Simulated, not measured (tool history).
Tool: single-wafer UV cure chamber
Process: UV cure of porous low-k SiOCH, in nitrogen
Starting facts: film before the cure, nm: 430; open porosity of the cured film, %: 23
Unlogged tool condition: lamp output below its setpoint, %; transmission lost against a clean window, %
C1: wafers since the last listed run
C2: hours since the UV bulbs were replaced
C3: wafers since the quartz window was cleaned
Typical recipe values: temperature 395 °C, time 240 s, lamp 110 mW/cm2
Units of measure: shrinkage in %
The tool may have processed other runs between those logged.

run 1 hour=0 | temperature=395 time=240 lamp=110 | C1=0 C2=718.5 C3=1921 | shrinkage=11.831
run 2 hour=17.4 | temperature=395 time=240 lamp=110 | C1=246 C2=735.9 C3=2168 | shrinkage=12.159
run 3 hour=33.5 | temperature=395 time=240 lamp=110 | C1=228 C2=752 C3=2397 | shrinkage=11.559
run 4 hour=41.3 | temperature=395 time=240 lamp=110 | C1=110 C2=759.8 C3=2507 | shrinkage=11.779
run 5 hour=51.2 | temperature=395 time=240 lamp=110 | C1=140 C2=769.7 C3=2648 | shrinkage=11.843
run 6 hour=58.8 | temperature=395 time=240 lamp=110 | C1=107 C2=777.3 C3=2756 | shrinkage=11.978
run 7 hour=72.7 | temperature=395 time=240 lamp=110 | C1=197 C2=791.2 C3=2953 | shrinkage=11.534
run 8 hour=84.3 | temperature=380 time=240 lamp=110 | C1=164 C2=802.8 C3=3117 | shrinkage=11.212
run 9 hour=91.7 | temperature=380 time=240 lamp=110 | C1=105 C2=810.2 C3=3222 | shrinkage=11.351
run 10 hour=109.4 | temperature=380 time=240 lamp=110 | C1=251 C2=827.9 C3=3474 | shrinkage=10.933
run 11 hour=117.7 | temperature=395 time=315 lamp=91 | C1=117 C2=836.2 C3=3591 | shrinkage=11.474
run 12 hour=134.8 | temperature=395 time=240 lamp=110 | C1=242 C2=853.3 C3=3834 | shrinkage=10.984
run 13 hour=152.6 | temperature=395 time=240 lamp=94 | C1=252 C2=871.1 C3=4087 | shrinkage=10.339
-- hour=164.8 quartz window cleaned
run 14 hour=165.3 | temperature=395 time=240 lamp=79 | C1=66 C2=883.8 C3=7 | shrinkage=10.597
run 15 hour=176.2 | temperature=395 time=240 lamp=79 | C1=154 C2=894.7 C3=161 | shrinkage=10.519
run 16 hour=193.1 | temperature=395 time=240 lamp=79 | C1=239 C2=911.6 C3=401 | shrinkage=10.675
run 17 hour=210.8 | temperature=395 time=240 lamp=95 | C1=251 C2=929.3 C3=652 | shrinkage=11.666
run 18 hour=226.2 | temperature=395 time=240 lamp=95 | C1=218 C2=944.7 C3=871 | shrinkage=11.454
run 19 hour=237.2 | temperature=408 time=295 lamp=85 | C1=156 C2=955.7 C3=1027 | shrinkage=12.147
run 20 hour=250.1 | temperature=408 time=380 lamp=110 | C1=183 C2=968.6 C3=1210 | shrinkage=14.876
run 21 hour=256.2 | temperature=395 time=240 lamp=110 | C1=86 C2=974.7 C3=1296 | shrinkage=12.342
run 22 hour=264.7 | temperature=402 time=140 lamp=138 | C1=120 C2=983.2 C3=1417 | shrinkage=10.85
run 23 hour=278 | temperature=379 time=240 lamp=110 | C1=188 C2=996.5 C3=1606 | shrinkage=11.634
run 24 hour=284.9 | temperature=395 time=240 lamp=95 | C1=97 C2=1003.4 C3=1704 | shrinkage=11.167
run 25 hour=296 | temperature=395 time=240 lamp=141 | C1=157 C2=1014.5 C3=1861 | shrinkage=13.293
-- hour=304.3 UV bulbs replaced
run 26 hour=304.8 | temperature=401 time=110 lamp=149 | C1=11 C2=0.5 C3=1873 | shrinkage=9.739
run 27 hour=320.6 | temperature=380 time=240 lamp=110 | C1=224 C2=16.3 C3=2097 | shrinkage=11.67
run 28 hour=336.2 | temperature=380 time=240 lamp=110 | C1=221 C2=31.9 C3=2318 | shrinkage=11.222
run 29 hour=346.1 | temperature=395 time=240 lamp=110 | C1=140 C2=41.8 C3=2459 | shrinkage=11.846
run 30 hour=361 | temperature=381 time=355 lamp=110 | C1=211 C2=56.7 C3=2670 | shrinkage=13.417
run 31 hour=369.3 | temperature=389 time=365 lamp=147 | C1=117 C2=65 C3=2788 | shrinkage=14.598
run 32 hour=383.1 | temperature=395 time=240 lamp=110 | C1=195 C2=78.8 C3=2984 | shrinkage=11.29
run 33 hour=400.1 | temperature=409 time=305 lamp=80 | C1=241 C2=95.8 C3=3225 | shrinkage=11.389
run 34 hour=412.9 | temperature=395 time=240 lamp=110 | C1=181 C2=108.6 C3=3407 | shrinkage=11.31
run 35 hour=420 | temperature=376 time=130 lamp=129 | C1=100 C2=115.7 C3=3507 | shrinkage=8.916
-- hour=428.6 quartz window cleaned
run 36 hour=435.5 | temperature=401 time=175 lamp=96 | C1=106 C2=131.2 C3=97 | shrinkage=10.076

Branching from run 36: 4 alternative next runs. What would each branch give?
run A hour=435.9 | temperature=395 time=240 lamp=83 | C1=5 C2=131.6 C3=102 | shrinkage=?
run B hour=435.9 | temperature=395 time=325 lamp=110 | C1=5 C2=131.6 C3=102 | shrinkage=?
run C hour=435.9 | temperature=395 time=280 lamp=136 | C1=5 C2=131.6 C3=102 | shrinkage=?
run D hour=435.9 | temperature=395 time=240 lamp=139 | C1=5 C2=131.6 C3=102 | shrinkage=?

run=A shrinkage=10.944
run=B shrinkage=13.682
run=C shrinkage=13.987
run=D shrinkage=13.35
With no hidden state in the tool, these same runs would have given:
run=A shrinkage=11.04
run=B shrinkage=13.784
run=C shrinkage=14.088
run=D shrinkage=13.451
